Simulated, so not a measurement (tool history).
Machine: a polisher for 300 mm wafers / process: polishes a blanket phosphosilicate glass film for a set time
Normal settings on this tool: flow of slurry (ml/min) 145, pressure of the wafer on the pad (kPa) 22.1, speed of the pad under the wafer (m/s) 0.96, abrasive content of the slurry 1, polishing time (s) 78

| run | day | flow of slurry (ml/min) | pressure of the wafer on the pad (kPa) | speed of the pad under the wafer (m/s) | abrasive content of the slurry | polishing time (s) | incoming thickness of the incoming film, nm | film removed (nm) |
|---|---|---|---|---|---|---|---|---|
| 1 | 0 | 145 | 18.6 | 0.96 | 1 | 78 | 4619.9 | 647.8 |
| 2 | 1.212 | 145 | 22.1 | 0.96 | 1 | 78 | 4646.8 | 731.7 |
| 3 | 3.496 | 145 | 22.1 | 0.96 | 1 | 78 | 4733.7 | 728.7 |
|  | 3.733 | slurry nozzle cleaned |
|  | 4.454 | worn pad replaced by a new one |
| 4 | 6.421 | 165 | 22.1 | 0.96 | 1 | 78 | 4755.1 | 742.9 |
|  | 7.658 | slurry blender recalibrated |
| 5 | 9.392 | 145 | 22.1 | 1.04 | 1 | 78 | 4682.8 | 792.7 |
|  | 9.654 | conditioning disc replaced and pad reconditioned |
| 6 | 11.342 | 145 | 22.1 | 1.04 | 1 | 78 | 4748.1 | 778.3 |
| 7 | 12.417 | 145 | 22.1 | 0.82 | 1 | 78 | 4652.1 | 655.9 |
| 8 | 14.029 | 145 | 22.1 | 0.82 | 1 | 78 | 4593.1 | 640.9 |
|  | 15.817 | worn pad replaced by a new one |
| 9 | 15.838 | 145 | 22.1 | 0.96 | 1 | 78 | 4723.1 | 727 |
| 10 | 16.946 | 145 | 22.1 | 0.96 | 1 | 98 | 4685.5 | 915.4 |
| 11 | 18.167 | 165 | 22.1 | 1.2 | 1 | 78 | 4650 | 874.5 |
|  | 18.721 | slurry nozzle cleaned |
|  | 19.696 | slurry blender recalibrated |
| 12 | 19.846 | 145 | 22.1 | 1.12 | 1 | 78 | 4694.6 | 846.7 |
|  | 20.979 | conditioning disc replaced and pad reconditioned |
| 13 | 22.583 | 145 | 22.1 | 0.96 | 1 | 78 | 4799.1 | 735.6 |
| 14 | 24.838 | 145 | 22.1 | 1.14 | 1 | 101 | 4625.2 | 1093.1 |
|  | 26.396 | worn pad replaced by a new one |
| 15 | 26.417 | 145 | 17.9 | 1.12 | 0.9 | 93 | 4790.6 | 800.1 |
|  | 26.85 | head pressure recalibrated |
| 16 | 29.325 | 145 | 28.3 | 0.96 | 1 | 78 | 4725.4 | 896.7 |
|  | 31.133 | slurry blender recalibrated |
| 17 | 32.233 | 145 | 22.1 | 1.16 | 1 | 60 | 4600.7 | 661.4 |
|  | 33.212 | conditioning disc replaced and pad reconditioned |
| 18 | 34.233 | 145 | 22.1 | 0.96 | 1 | 78 | 4757.2 | 724.3 |

What does the tool deliver on the next run?
|  | 35.088 | slurry nozzle cleaned |
| 19 | 36.625 | 145 | 22.1 | 0.96 | 1 | 78 | 4667.2 | ? |

film removed (nm): 722
Were there no unlogged condition in the tool, this run, its random variation unchanged, would have produced film removed (nm) 759.

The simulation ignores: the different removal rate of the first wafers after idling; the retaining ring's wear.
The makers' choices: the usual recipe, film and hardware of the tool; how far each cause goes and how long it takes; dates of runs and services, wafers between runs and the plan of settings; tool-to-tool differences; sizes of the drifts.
